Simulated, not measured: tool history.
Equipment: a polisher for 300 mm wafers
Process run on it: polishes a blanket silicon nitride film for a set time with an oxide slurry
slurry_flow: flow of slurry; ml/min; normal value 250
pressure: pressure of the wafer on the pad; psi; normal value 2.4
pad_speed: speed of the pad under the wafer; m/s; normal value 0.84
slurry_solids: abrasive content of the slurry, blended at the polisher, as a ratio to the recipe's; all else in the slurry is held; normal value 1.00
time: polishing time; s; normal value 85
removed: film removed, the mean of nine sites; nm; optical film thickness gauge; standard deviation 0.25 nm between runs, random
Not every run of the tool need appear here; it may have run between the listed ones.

run    hour  slurry_flow  pressure  pad_speed  slurry_solids  time  incoming thickness of the incoming film, nm  removed
  1     0.0          250       2.4       0.84           1.00    85                                        607.9     34.6
  2    39.6          250       2.4       0.56           1.00   107                                        599.9     30.8
  3   125.5          250       2.7       0.84           1.00    56                                        607.1     25.6
      165.8  -- slurry nozzle cleaned
  4   172.6          250       1.7       0.76           1.00    85                                        619.0     23.0
      209.3  -- slurry blender recalibrated
  5   238.3          330       1.7       0.84           0.85    85                                        609.3     21.8
      272.2  -- worn pad replaced by a new one, of another model than before
      275.9  -- conditioning disc replaced and pad reconditioned
  6   276.6          250       2.4       0.84           1.00    85                                        609.8     34.6
  7   411.9          315       2.9       0.84           0.85    62                                        608.6     24.1
      493.7  -- head pressure recalibrated
  8   570.6          250       2.2       0.84           1.00    85                                        604.3     31.7
  9   626.8          250       1.7       0.84           1.00    55                                        601.7     18.1
 10   697.3          250       2.4       0.84           1.00    85                                        611.7     33.2
      745.3  -- slurry nozzle cleaned
      789.3  -- conditioning disc replaced and pad reconditioned
      799.4  -- slurry blender recalibrated
      812.0  -- worn pad replaced by a new one
 11   849.3          250       1.7       0.84           1.00    73                                        614.2     25.3
 12   954.2          250       2.4       0.70           0.70    85                                        608.5     21.2
 13   979.3          310       2.4       0.84           1.00    96                                        605.8     38.9
     1012.4  -- head pressure recalibrated
 14  1018.3          250       2.4       0.84           1.00    85                                        603.5     33.2
 15  1046.7          325       2.4       0.70           1.10    85                                        613.5     34.4
 16  1081.1          220       2.8       0.84           1.00    85                                        608.2     35.5
 17  1138.6          250       2.4       0.84           1.00    85                                        615.4     33.5
 18  1281.3          325       3.1       0.66           1.10    85                                        621.5     38.1
 19  1306.3          250       1.8       0.84           1.00    85                                        611.1     28.8
     1316.4  -- conditioning disc replaced and pad reconditioned
     1323.5  -- worn pad replaced by a new one
     1365.1  -- slurry blender recalibrated
 20  1369.5          250       2.2       0.72           1.00    85                                        611.1     29.3
     1379.2  -- slurry nozzle cleaned
 21  1394.9          200       2.4       0.84           1.20    85                                        606.2     37.3
 22  1451.2          250       2.4       0.84           1.00    70                                        608.6     28.6
 23  1490.7          250       2.4       0.94           1.00   115                                        615.8     49.1
     1517.9  -- head pressure recalibrated
 24  1552.4          180       3.1       0.84           1.00    57                                        602.0     24.3
 25  1592.0          250       2.4       0.84           1.00    85                                        618.4     33.3

For each run, what was the tool's unlogged condition?
removal rate lost through wear of the pad, %: 0 in every run
deviation of the head's pressure from its setpoint, %: 0 in every run
abrasive missing from the slurry, %: 0 in every run
time polished since the conditioner stopped cutting, s: 0 in every run
H1: slurry flow missing at the pad, %
run    H1
  1  33.3
  2  33.8
  3  34.5
  4  3.53
  5  12.7
  6  16.8
  7  26.1
  8  31.1
  9  32.1
 10    33
 11  16.3
 12  24.3
 13  25.6
 14  27.4
 15  28.5
 16  29.6
 17    31
 18  33.2
 19  33.4
 20  33.9
 21  8.95
 22  16.7
 23  20.9
 24  25.9
 25  28.3
